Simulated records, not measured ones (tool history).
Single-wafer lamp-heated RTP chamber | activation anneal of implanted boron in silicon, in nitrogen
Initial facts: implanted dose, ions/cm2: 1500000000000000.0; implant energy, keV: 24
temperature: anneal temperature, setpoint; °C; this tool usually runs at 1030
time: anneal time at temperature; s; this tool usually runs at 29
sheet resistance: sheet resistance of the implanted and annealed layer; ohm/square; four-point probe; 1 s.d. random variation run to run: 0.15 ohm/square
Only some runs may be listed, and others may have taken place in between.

run,hour,temperature,time,"read-back reference wafer on the same gauge, sheet resistance",sheet resistance
1,0,1030,29,80.32,75.65
# hour 52.8: pyrometer window cleaned and pyrometer calibrated
2,53.3,1030,29,80.34,76.32
3,177.7,1030,29,80.32,75.86
4,230.6,1030,29,80.34,76.02
5,277,1030,29,80.29,75.86
6,350.1,1030,29,80.33,75.76
7,416.8,1030,29,80.33,75.28
# hour 485.1: gauge calibrated
8,523.7,1030,29,80.36,75.04
# hour 538.6: pyrometer window cleaned and pyrometer calibrated
# hour 546.4: reflector plate cleaned
9,567.6,1030,29,80.28,76.66
10,612.1,1046,29,80.35,75.06
11,685.3,1022,38,80.38,76.55
12,741.2,1030,29,80.3,76.27
# hour 1028.3: pyrometer window cleaned and pyrometer calibrated
13,1046,1005,34,80.26,78.9
14,1139.5,1030,40,80.31,75.64
15,1195.8,1044,17,80.34,75.51
16,1268.2,1002,22,80.29,79.27
17,1311.1,1060,39,80.22,72.96

List, for all runs, the conditions of the tool that the log does not record:
gauge reads high (%): 0 across all the runs
H1: true wafer temperature minus pyrometer reading, K
H2: wafer temperature error from the tarnished reflector plate, K
run,H1,H2
1,11.1,1.65
2,2.09,2.06
3,4.77,3.25
4,5.9,3.85
5,6.9,4.43
6,8.47,5.44
7,9.9,6.45
8,12.2,8.28
9,2.17,1.41
10,3.13,1.45
11,4.7,1.61
12,5.9,1.81
13,1.16,4.05
14,3.17,5.13
15,4.38,5.87
16,5.93,6.92
17,6.86,7.59
